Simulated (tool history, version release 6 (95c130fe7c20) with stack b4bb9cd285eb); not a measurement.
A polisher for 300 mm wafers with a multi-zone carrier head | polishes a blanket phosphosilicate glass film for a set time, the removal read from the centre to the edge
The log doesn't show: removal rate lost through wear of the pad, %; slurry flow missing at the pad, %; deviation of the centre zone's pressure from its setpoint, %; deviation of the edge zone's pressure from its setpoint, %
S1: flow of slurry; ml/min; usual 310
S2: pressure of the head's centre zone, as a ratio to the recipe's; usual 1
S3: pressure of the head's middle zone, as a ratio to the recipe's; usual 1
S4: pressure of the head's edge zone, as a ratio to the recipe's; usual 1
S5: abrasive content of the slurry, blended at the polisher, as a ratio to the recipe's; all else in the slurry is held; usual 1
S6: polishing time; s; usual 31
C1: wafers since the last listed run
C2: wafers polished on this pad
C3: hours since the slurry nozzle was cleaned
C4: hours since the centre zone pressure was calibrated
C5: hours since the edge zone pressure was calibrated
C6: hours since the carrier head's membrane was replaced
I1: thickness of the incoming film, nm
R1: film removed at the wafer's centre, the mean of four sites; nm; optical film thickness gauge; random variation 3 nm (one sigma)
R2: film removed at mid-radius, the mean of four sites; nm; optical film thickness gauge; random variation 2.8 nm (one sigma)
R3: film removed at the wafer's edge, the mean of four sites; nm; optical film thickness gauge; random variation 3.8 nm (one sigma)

run,hour,S1,S2,S3,S4,S5,S6,C1,C2,C3,C4,C5,C6,I1,R1,R2,R3
1,0,310,1,1,1,1,31,0,1100,54,1405.8,931.3,96.9,4131.4,318.2,336.8,327
2,17.8,310,1,1.07,1.11,0.8,20,154,1255,71.8,1423.6,949.1,114.7,4112.7,190.5,214.3,211.2
# hour 44.6: worn pad replaced by a new one
3,49.1,310,1,1,1,1,31,237,39,103.1,1454.9,980.4,146,4149.7,323.1,337,328.9
# hour 52.1: centre zone pressure recalibrated
4,73.7,310,1,1,1,0.7,31,196,235,127.7,21.6,1005,170.6,4121.3,266.6,305.1,292.2
5,98.6,310,1,1,1,1,31,216,452,152.6,46.5,1029.9,195.5,4202.5,296.5,339.2,329.3
6,196,310,1,1.07,1,1,31,846,1298,250,143.9,1127.3,292.9,4066.7,295.4,355.5,332
# hour 213.3: centre zone pressure recalibrated, repeated, since the last time left the tool worse
7,221,245,1,1,1.11,1.3,21,199,1498,275,7.7,1152.3,317.9,4127.1,243.3,240.7,255
# hour 239.1: edge zone pressure recalibrated
8,239.7,310,1,1,0.89,1,37,145,1643,293.7,26.4,0.6,336.6,4065.2,410.9,402.1,375.5
9,256.5,310,1,1,1,1,31,146,1789,310.5,43.2,17.4,353.4,4124.6,342.8,342.6,325.7
# hour 261.4: worn pad replaced by a new one
10,271,310,1,1,1,1,31,91,83,325,57.7,31.9,367.9,4126.2,340.4,339.7,339.2
11,299.8,310,1,1,1,0.85,31,250,333,353.8,86.5,60.7,396.7,4198.1,321.3,324.3,307.8
12,316,240,1,1,1,0.85,31,140,474,370,102.7,76.9,412.9,4180.5,312.4,312.8,309.7
13,338.3,310,1.09,1,1,1,36,193,668,392.3,125,99.2,435.2,4151,425.8,392.9,384.7
# hour 353.7: slurry nozzle cleaned
14,364.5,220,1,1,1.11,1,31,219,887,10.8,151.2,125.4,461.4,4156.9,322,324,341.6
15,388.1,310,1,1,1.04,1,31,205,1092,34.4,174.8,149,485,4096.6,332.4,337.8,334.2
16,406.4,255,1,1,0.89,1,31,159,1251,52.7,193.1,167.3,503.3,4179.3,324.5,334.8,311.8
# hour 489.2: worn pad replaced by a new one
17,489.7,310,1,1,1,1,31,689,3,136,276.4,250.6,586.6,4103.6,328.6,337.6,334.5
18,504.3,310,1,1.09,0.9,0.9,36,126,130,150.6,291,265.2,601.2,4200.9,369.4,405.5,357.7
19,516.3,310,0.96,1,1.05,1,24,104,235,162.6,303,277.2,613.2,4161,247.5,262.1,263.4
20,544,310,1,1,1,0.8,31,240,475,190.3,330.7,304.9,640.9,4189.9,303.3,314.7,305.2
21,574.7,310,1.07,1,1,0.75,31,266,742,221,361.4,335.6,671.6,4152.3,319.4,308.6,297.6

Hidden state or all else? Some run-to-run changes of R1, split into what the settings, what came in and random variation would give without the hidden state, and what is left for the hidden state (with any gauge scatter that isn't in both results):
Run 2 -> 3: S3 1.07 -> 1, S4 1.11 -> 1, S5 0.8 -> 1, S6 20 -> 31, worn pad replaced by a new one. R1 +132.6 nm: hidden state -12.7, all else +145.3.
Run 6 -> 7: S1 310 -> 245, S3 1.07 -> 1, S4 1 -> 1.11, S5 1 -> 1.3, S6 31 -> 21, centre zone pressure recalibrated, repeated, since the last time left the tool worse. R1 -52.1 nm: hidden state +50.2, all else -102.3.
Run 7 -> 8: S1 245 -> 310, S4 1.11 -> 0.89, S5 1.3 -> 1, S6 21 -> 37, edge zone pressure recalibrated. R1 +167.6 nm: hidden state -4, all else +171.6.
